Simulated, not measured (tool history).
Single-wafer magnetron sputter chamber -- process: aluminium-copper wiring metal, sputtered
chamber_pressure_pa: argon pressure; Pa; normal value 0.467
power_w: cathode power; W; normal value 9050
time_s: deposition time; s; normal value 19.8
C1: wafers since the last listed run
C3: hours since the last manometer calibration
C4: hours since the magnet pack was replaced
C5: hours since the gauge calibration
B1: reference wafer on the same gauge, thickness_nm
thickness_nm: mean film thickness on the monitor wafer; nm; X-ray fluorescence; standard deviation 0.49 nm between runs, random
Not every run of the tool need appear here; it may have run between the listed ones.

Run 1, hour 0: usual settings; C1 0; wafers on the sputter target 2595; C3 1451.5; C4 6627.3; C5 144.9; B1 324.935. Result: thickness_nm 334.298 nm.
Run 2, hour 13.2: usual settings but chamber_pressure_pa 0.576 Pa; C1 363; wafers on the sputter target 2959; C3 1464.7; C4 6640.5; C5 158.1; B1 325.189. Result: thickness_nm 318.292 nm.
Run 3, hour 20.8: usual settings; C1 209; wafers on the sputter target 3168; C3 1472.3; C4 6648.1; C5 165.7; B1 324.913. Result: thickness_nm 334.723 nm.
Run 4, hour 29.5: usual settings; C1 239; wafers on the sputter target 3408; C3 1481; C4 6656.8; C5 174.4; B1 325.078. Result: thickness_nm 333.861 nm.
Run 5, hour 35.5: usual settings but power_w 10400 W; C1 165; wafers on the sputter target 3573; C3 1487; C4 6662.8; C5 180.4; B1 324.884. Result: thickness_nm 384.025 nm.
Run 6, hour 50: usual settings but power_w 10400 W; C1 399; wafers on the sputter target 3973; C3 1501.5; C4 6677.3; C5 194.9; B1 325.1. Result: thickness_nm 384.076 nm.
Run 7, hour 66.2: usual settings but power_w 10400 W; C1 446; wafers on the sputter target 4419; C3 1517.7; C4 6693.5; C5 211.1; B1 325.127. Result: thickness_nm 384.316 nm.
Run 8, hour 78.7: usual settings but chamber_pressure_pa 0.419 Pa, power_w 8300 W; C1 344; wafers on the sputter target 4763; C3 1530.2; C4 6706; C5 223.6; B1 324.898. Result: thickness_nm 313.803 nm.
Run 9, hour 94.4: usual settings but chamber_pressure_pa 0.419 Pa, power_w 8300 W; C1 432; wafers on the sputter target 5195; C3 1545.9; C4 6721.7; C5 239.3; B1 324.997. Result: thickness_nm 313.617 nm.
At hour 110.8: sputter target and shields replaced.
Run 10, hour 111.3: usual settings but power_w 10450 W; C1 245; wafers on the sputter target 12; C3 1562.8; C4 6738.6; C5 256.2; B1 325.001. Result: thickness_nm 390.63 nm.
Run 11, hour 123.3: usual settings but power_w 10450 W; C1 330; wafers on the sputter target 343; C3 1574.8; C4 6750.6; C5 268.2; B1 325.021. Result: thickness_nm 390.347 nm.
Run 12, hour 133.4: usual settings; C1 278; wafers on the sputter target 621; C3 1584.9; C4 6760.7; C5 278.3; B1 324.952. Result: thickness_nm 337.378 nm.
At hour 133.8: gauge calibrated.
Run 13, hour 141.2: usual settings but chamber_pressure_pa 0.29 Pa, power_w 10500 W, time_s 18.2 s; C1 214; wafers on the sputter target 836; C3 1592.7; C4 6768.5; C5 7.4; B1 324.921. Result: thickness_nm 389.805 nm.
At hour 154.8: magnet pack replaced.
Run 14, hour 162.8: usual settings; C1 374; wafers on the sputter target 1210; C3 1614.3; C4 8; C5 29; B1 325.031. Result: thickness_nm 337.93 nm.
Run 15, hour 169: usual settings but power_w 7700 W, time_s 17.8 s; C1 170; wafers on the sputter target 1381; C3 1620.5; C4 14.2; C5 35.2; B1 325.07. Result: thickness_nm 257.294 nm.
At hour 183.6: capacitance manometer re-zeroed and calibrated.
Run 16, hour 184.1: usual settings; C1 195; wafers on the sputter target 1577; C3 0.5; C4 29.3; C5 50.3; B1 324.908. Result: thickness_nm 321.298 nm.
Run 17, hour 186.6: usual settings but power_w 8250 W, time_s 22.2 s; C1 68; wafers on the sputter target 1646; C3 3; C4 31.8; C5 52.8; B1 324.905. Result: thickness_nm 328.801 nm.
Run 18, hour 192.7: usual settings but chamber_pressure_pa 0.408 Pa, power_w 10600 W; C1 168; wafers on the sputter target 1814; C3 9.1; C4 37.9; C5 58.9; B1 325.139. Result: thickness_nm 388.891 nm.

Run 19, settings as shown, results not yet in. Your forecast:
Run 19, hour 208: usual settings but power_w 8350 W, time_s 16.5 s; C1 421; wafers on the sputter target 2235; C3 24.4; C4 53.2; C5 74.2; B1 ?. Result: thickness_nm ?.

{"run 19": {"B1": 324.899, "thickness_nm": 247.675}}
The same run, on a tool lacking any hidden state, would have yielded thickness_nm 249.389 nm.
